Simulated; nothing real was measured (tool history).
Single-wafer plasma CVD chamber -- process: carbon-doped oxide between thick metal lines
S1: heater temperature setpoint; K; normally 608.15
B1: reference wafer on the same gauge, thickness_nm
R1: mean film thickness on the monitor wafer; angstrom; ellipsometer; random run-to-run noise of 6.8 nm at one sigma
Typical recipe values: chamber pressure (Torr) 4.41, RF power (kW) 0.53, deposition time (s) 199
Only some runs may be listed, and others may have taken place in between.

Run 1, day 0: usual settings but RF power (kW) 0.465; B1 1078.209. Result: R1 11353.19 angstrom.
Run 2, day 9.917: usual settings but RF power (kW) 0.465; B1 1066.375. Result: R1 11314.21 angstrom.
Run 3, day 12.921: usual settings but RF power (kW) 0.465; B1 1063.803. Result: R1 11129.35 angstrom.
At day 13.95: thermocouple changed; heater temperature recalibrated.
At day 15.175: showerhead replaced.
Run 4, day 15.196: usual settings; B1 1062.407. Result: R1 11851.26 angstrom.
At day 16.838: RF generator calibrated.
Run 5, day 16.858: usual settings; B1 1059.974. Result: R1 11925.64 angstrom.
Run 6, day 18.717: usual settings but chamber pressure (Torr) 4.81; B1 1059.317. Result: R1 12009.39 angstrom.
Run 7, day 20.667: usual settings but chamber pressure (Torr) 4.81; B1 1059.409. Result: R1 11883.03 angstrom.
Run 8, day 25.046: usual settings; B1 1058.84. Result: R1 11836.32 angstrom.
Run 9, day 28.858: usual settings but RF power (kW) 0.43; B1 1056.648. Result: R1 10776.1 angstrom.
At day 29.9: capacitance manometer re-zeroed and calibrated.
At day 32.638: gauge calibrated.
Run 10, day 33.333: usual settings but S1 620.15 K; B1 1104.095. Result: R1 11795.57 angstrom.
Run 11, day 35.25: usual settings; B1 1100.506. Result: R1 12306.08 angstrom.
Run 12, day 37.775: usual settings; B1 1094.287. Result: R1 12081.72 angstrom.
Run 13, day 40.671: usual settings but S1 604.15 K, RF power (kW) 0.63, deposition time (s) 161; B1 1090.155. Result: R1 10725.19 angstrom.
Run 14, day 42.329: usual settings but chamber pressure (Torr) 4.84; B1 1086.06. Result: R1 12238.68 angstrom.
Run 15, day 46.329: usual settings but chamber pressure (Torr) 3.87; B1 1080.003. Result: R1 11837.49 angstrom.

Here are 4 independent what-if runs from the current tool condition. What would each one return?
Run A, day 46.35: usual settings; B1 ?. Result: R1 ?.
Run B, day 46.35: usual settings but RF power (kW) 0.445, deposition time (s) 177; B1 ?. Result: R1 ?.
Run C, day 46.35: usual settings but deposition time (s) 217; B1 ?. Result: R1 ?.
Run D, day 46.35: usual settings but S1 619.15 K; B1 ?. Result: R1 ?.

run        B1        R1
  A  1079.956  12185.44
  B  1079.956  10089.94
  C  1079.956  13284.65
  D  1079.956  11763.27
Take away the tool's hidden state, keep each run's random variation, and the runs would have read:
run        R1
  A  12408.52
  B  10274.67
  C  13527.86
  D  11978.63

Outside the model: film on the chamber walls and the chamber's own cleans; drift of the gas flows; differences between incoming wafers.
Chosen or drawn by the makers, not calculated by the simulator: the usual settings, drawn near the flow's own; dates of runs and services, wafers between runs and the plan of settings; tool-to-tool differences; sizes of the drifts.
